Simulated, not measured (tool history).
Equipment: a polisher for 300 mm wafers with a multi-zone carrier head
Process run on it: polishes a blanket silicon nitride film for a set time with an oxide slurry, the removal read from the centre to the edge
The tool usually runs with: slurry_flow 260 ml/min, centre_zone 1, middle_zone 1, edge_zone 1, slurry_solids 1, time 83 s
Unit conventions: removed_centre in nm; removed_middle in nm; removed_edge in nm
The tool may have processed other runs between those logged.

| run | hour | slurry_flow | centre_zone | middle_zone | edge_zone | slurry_solids | time | wafers since the last listed run | wafers polished on this pad | hours since the slurry nozzle was cleaned | hours since the centre zone pressure was calibrated | hours since the edge zone pressure was calibrated | hours since the carrier head's membrane was replaced | incoming thickness of the incoming film, nm | removed_centre | removed_middle | removed_edge |
|---|---|---|---|---|---|---|---|---|---|---|---|---|---|---|---|---|---|
| 1 | 0 | 330 | 1 | 1 | 1 | 1 | 83 | 0 | 149 | 173.6 | 376.1 | 328.8 | 15 | 241.1 | 48.6 | 50 | 50.2 |
| 2 | 7.1 | 260 | 1 | 1 | 1 | 1 | 83 | 70 | 220 | 180.7 | 383.2 | 335.9 | 22.1 | 239.1 | 47.2 | 47.9 | 49 |
| 3 | 22.7 | 290 | 1 | 1 | 1 | 1 | 83 | 155 | 375 | 196.3 | 398.8 | 351.5 | 37.7 | 241.6 | 47 | 47.8 | 48.2 |
| 4 | 38.6 | 290 | 1 | 1 | 1 | 1 | 83 | 158 | 533 | 212.2 | 414.7 | 367.4 | 53.6 | 237.9 | 45.5 | 47.2 | 47.5 |
| 5 | 49.4 | 290 | 1 | 1 | 1 | 1 | 83 | 107 | 641 | 223 | 425.5 | 378.2 | 64.4 | 238.6 | 45.8 | 46.6 | 47.5 |
|  | 63.7 | edge zone pressure recalibrated |
| 6 | 64.2 | 260 | 1.08 | 1 | 1.05 | 1 | 83 | 127 | 768 | 237.8 | 440.3 | 0.5 | 79.2 | 238.2 | 47.8 | 44.7 | 46.6 |
| 7 | 77.4 | 260 | 1 | 1 | 0.88 | 0.75 | 83 | 131 | 900 | 251 | 453.5 | 13.7 | 92.4 | 241.9 | 34.4 | 34.8 | 34.3 |
| 8 | 89.1 | 260 | 1 | 1 | 1 | 0.75 | 83 | 116 | 1016 | 262.7 | 465.2 | 25.4 | 104.1 | 238.4 | 34.2 | 34.9 | 35.3 |
|  | 94.9 | worn pad replaced by a new one |
| 9 | 95.8 | 285 | 1 | 0.91 | 1 | 1 | 111 | 26 | 8 | 269.4 | 471.9 | 32.1 | 110.8 | 241.9 | 62.8 | 59.2 | 65.3 |
| 10 | 106.3 | 335 | 1 | 0.93 | 1 | 1 | 62 | 104 | 113 | 279.9 | 482.4 | 42.6 | 121.3 | 236.9 | 35.3 | 33.8 | 36.5 |
| 11 | 112.5 | 170 | 1 | 1.09 | 1 | 1 | 64 | 61 | 174 | 286.1 | 488.6 | 48.8 | 127.5 | 239 | 31.1 | 34.2 | 33.5 |
| 12 | 128.5 | 260 | 1 | 1 | 1 | 1 | 83 | 159 | 334 | 302.1 | 504.6 | 64.8 | 143.5 | 241.6 | 43.8 | 44.5 | 46.2 |
|  | 136.5 | centre zone pressure recalibrated |
| 13 | 143.8 | 260 | 1 | 1 | 1 | 1 | 83 | 132 | 466 | 317.4 | 7.3 | 80.1 | 158.8 | 238.2 | 42.8 | 43.9 | 45.2 |
|  | 155.1 | slurry nozzle cleaned |
| 14 | 157.9 | 220 | 1.12 | 1 | 1 | 0.75 | 58 | 130 | 596 | 2.8 | 21.4 | 94.2 | 172.9 | 239.8 | 27.7 | 25.3 | 26 |
| 15 | 165 | 260 | 1 | 1 | 1 | 1 | 83 | 70 | 667 | 9.9 | 28.5 | 101.3 | 180 | 242.1 | 46.1 | 46.2 | 46.8 |
|  | 197.2 | worn pad replaced by a new one |
| 16 | 197.7 | 260 | 1 | 1 | 1 | 1 | 83 | 285 | 5 | 42.6 | 61.2 | 134 | 212.7 | 243.6 | 48.6 | 49.8 | 50.4 |
| 17 | 205 | 260 | 0.9 | 0.94 | 1.12 | 1 | 56 | 72 | 77 | 49.9 | 68.5 | 141.3 | 220 | 243.7 | 29.1 | 31.3 | 36 |
| 18 | 219.4 | 325 | 1 | 1.11 | 1 | 1 | 101 | 143 | 221 | 64.3 | 82.9 | 155.7 | 234.4 | 240.2 | 60.1 | 66.1 | 60.9 |
| 19 | 235.3 | 260 | 1 | 1 | 1 | 1 | 83 | 158 | 379 | 80.2 | 98.8 | 171.6 | 250.3 | 240.2 | 47.2 | 47.5 | 48.9 |
| 20 | 250.7 | 200 | 1 | 0.93 | 1.05 | 1 | 83 | 153 | 532 | 95.6 | 114.2 | 187 | 265.7 | 240 | 44.6 | 41.8 | 47.3 |
| 21 | 268.5 | 310 | 1.1 | 0.94 | 1 | 1 | 74 | 177 | 710 | 113.4 | 132 | 204.8 | 283.5 | 242.3 | 46 | 39.6 | 42.5 |
| 22 | 277.1 | 260 | 1.05 | 1.1 | 0.94 | 0.85 | 83 | 85 | 795 | 122 | 140.6 | 213.4 | 292.1 | 242.4 | 42.6 | 44.2 | 40.3 |

Below are 4 alternative next runs, each starting from the tool's condition after run 22. Predict each:
| A | 277.5 | 260 | 1 | 1 | 1 | 1 | 83 | 3 | 799 | 122.4 | 141 | 213.8 | 292.5 | 236.1 | ? | ? | ? |
| B | 277.5 | 260 | 1 | 1 | 1 | 1.15 | 83 | 3 | 799 | 122.4 | 141 | 213.8 | 292.5 | 236.1 | ? | ? | ? |
| C | 277.5 | 260 | 1 | 1 | 1 | 1 | 61 | 3 | 799 | 122.4 | 141 | 213.8 | 292.5 | 236.1 | ? | ? | ? |
| D | 277.5 | 260 | 1 | 0.96 | 1.05 | 1 | 104 | 3 | 799 | 122.4 | 141 | 213.8 | 292.5 | 236.1 | ? | ? | ? |

| run | removed_centre | removed_middle | removed_edge |
|---|---|---|---|
| A | 44.8 | 44.6 | 46.3 |
| B | 48.6 | 48.4 | 50.3 |
| C | 32.9 | 32.8 | 34 |
| D | 56.1 | 53.9 | 59.3 |
Take away the tool's hidden state, keep each run's random variation, and the runs would have read:
| run | removed_centre | removed_middle | removed_edge |
|---|---|---|---|
| A | 49.3 | 48.9 | 50.7 |
| B | 53.5 | 53.2 | 55 |
| C | 36.2 | 36 | 37.2 |
| D | 61.7 | 59.3 | 65 |
